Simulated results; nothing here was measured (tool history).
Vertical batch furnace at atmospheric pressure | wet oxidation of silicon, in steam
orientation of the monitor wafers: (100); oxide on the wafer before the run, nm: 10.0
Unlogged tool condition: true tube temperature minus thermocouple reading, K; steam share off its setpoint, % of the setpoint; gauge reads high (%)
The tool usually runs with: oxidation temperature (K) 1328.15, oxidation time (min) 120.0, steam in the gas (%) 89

run   hour  oxidation temperature (K)  oxidation time (min)  steam in the gas (%)  wafers since the last listed run  hours since the last temperature calibration  hours since the steam generator was serviced  hours since the gauge calibration  read-back reference wafer on the same gauge, thickness  oxide thickness on the monitor wafer (angstrom)
  1    0.0                    1348.15                 148.0                    89                                 0                                        3164.7                                        3423.8                              657.7                                                  887.98                                          10217.3
  2   17.0                    1348.15                 148.0                    89                               161                                        3181.7                                        3440.8                              674.7                                                  887.89                                          10206.6
  3   31.0                    1348.15                 148.0                    89                               133                                        3195.7                                        3454.8                              688.7                                                  888.43                                          10136.4
  4   64.2                    1328.15                  73.5                    89                               316                                        3228.9                                        3488.0                              721.9                                                  887.67                                           6306.3
  5   92.6                    1328.15                  73.5                    89                               270                                        3257.3                                        3516.4                              750.3                                                  887.66                                           6298.5
  6  121.8                    1328.15                  73.5                    89                               278                                        3286.5                                        3545.6                              779.5                                                  888.00                                           6289.8
  7  135.3                    1328.15                 120.0                    89                               128                                        3300.0                                        3559.1                              793.0                                                  888.54                                           8369.5
  8  156.6                    1328.15                  78.0                    89                               202                                        3321.3                                        3580.4                              814.3                                                  887.69                                           6523.7
  9  182.1                    1328.15                  78.0                    89                               242                                        3346.8                                        3605.9                              839.8                                                  888.04                                           6506.6
 10  210.6                    1328.15                  78.0                    89                               271                                        3375.3                                        3634.4                              868.3                                                  888.25                                           6514.4
 11  230.5                    1328.15                 144.0                    89                               189                                        3395.2                                        3654.3                              888.2                                                  887.78                                           9274.9
 12  262.3                    1328.15                 144.0                    89                               302                                        3427.0                                        3686.1                              920.0                                                  888.42                                           9292.3
     287.5  -- gauge calibrated
 13  289.8                    1308.15                 120.0                    89                               261                                        3454.5                                        3713.6                                2.3                                                  888.00                                           7610.2
 14  322.4                    1308.15                 120.0                    89                               310                                        3487.1                                        3746.2                               34.9                                                  888.53                                           7636.0
 15  341.2                    1328.15                 120.0                    89                               179                                        3505.9                                        3765.0                               53.7                                                  888.04                                           8366.8
     389.8  -- thermocouples replaced and temperature profile calibrated
 16  390.3                    1348.15                 148.0                    89                               239                                           0.5                                        3814.1                              102.8                                                  888.04                                          10282.3
 17  401.2                    1320.15                 102.5                    97                               103                                          11.4                                        3825.0                              113.7                                                  887.72                                           7729.6
 18  414.9                    1328.15                 120.0                    89                               130                                          25.1                                        3838.7                              127.4                                                  888.83                                           8346.6
 19  431.0                    1328.15                 120.0                    93                               153                                          41.2                                        3854.8                              143.5                                                  887.27                                           8537.2
     463.7  -- steam generator serviced
 20  464.2                    1328.15                  61.5                    89                                87                                          74.4                                           0.5                              176.7                                                  887.62                                           5659.9
 21  479.5                    1328.15                 120.0                    89                               145                                          89.7                                          15.8                              192.0                                                  887.96                                           8335.1
 22  548.7                    1328.15                 120.0                    89                               658                                         158.9                                          85.0                              261.2                                                  887.98                                           8376.1
 23  580.4                    1328.15                 120.0                    96                               301                                         190.6                                         116.7                              292.9                                                  887.61                                           8729.0
 24  597.8                    1351.15                 120.0                    80                               165                                         208.0                                         134.1                              310.3                                                  888.15                                           8673.8
 25  614.0                    1328.15                 120.0                    97                               154                                         224.2                                         150.3                              326.5                                                  888.33                                           8819.6
 26  646.8                    1328.15                 120.0                    89                               312                                         257.0                                         183.1                              359.3                                                  888.25                                           8340.5
 27  669.2                    1328.15                  92.0                    89                               213                                         279.4                                         205.5                              381.7                                                  888.00                                           7189.1
 28  756.6                    1328.15                  74.5                    78                               832                                         366.8                                         292.9                              469.1                                                  888.11                                           5886.2
 29  781.4                    1328.15                 139.0                    86                               236                                         391.6                                         317.7                              493.9                                                  888.25                                           8972.8
 30  811.5                    1328.15                 105.0                    80                               286                                         421.7                                         347.8                              524.0                                                  888.44                                           7265.6
 31  833.1                    1328.15                  97.5                    89                               205                                         443.3                                         369.4                              545.6                                                  888.16                                           7395.9
 32  857.0                    1348.15                 120.0                    89                               227                                         467.2                                         393.3                              569.5                                                  887.92                                           9112.6
 33  870.2                    1328.15                 120.0                    89                               125                                         480.4                                         406.5                              582.7                                                  888.00                                           8358.3

For run 34, what comes out?
 34  896.5                    1328.15                 120.0                    89                               250                                         506.7                                         432.8                              609.0                                                       ?                                                ?

Run 34 came out at read-back reference wafer on the same gauge, thickness 887.36, oxide thickness on the monitor wafer (angstrom) 8328.0.
Without the tool's hidden state the same run would have given oxide thickness on the monitor wafer (angstrom) 8328.0.
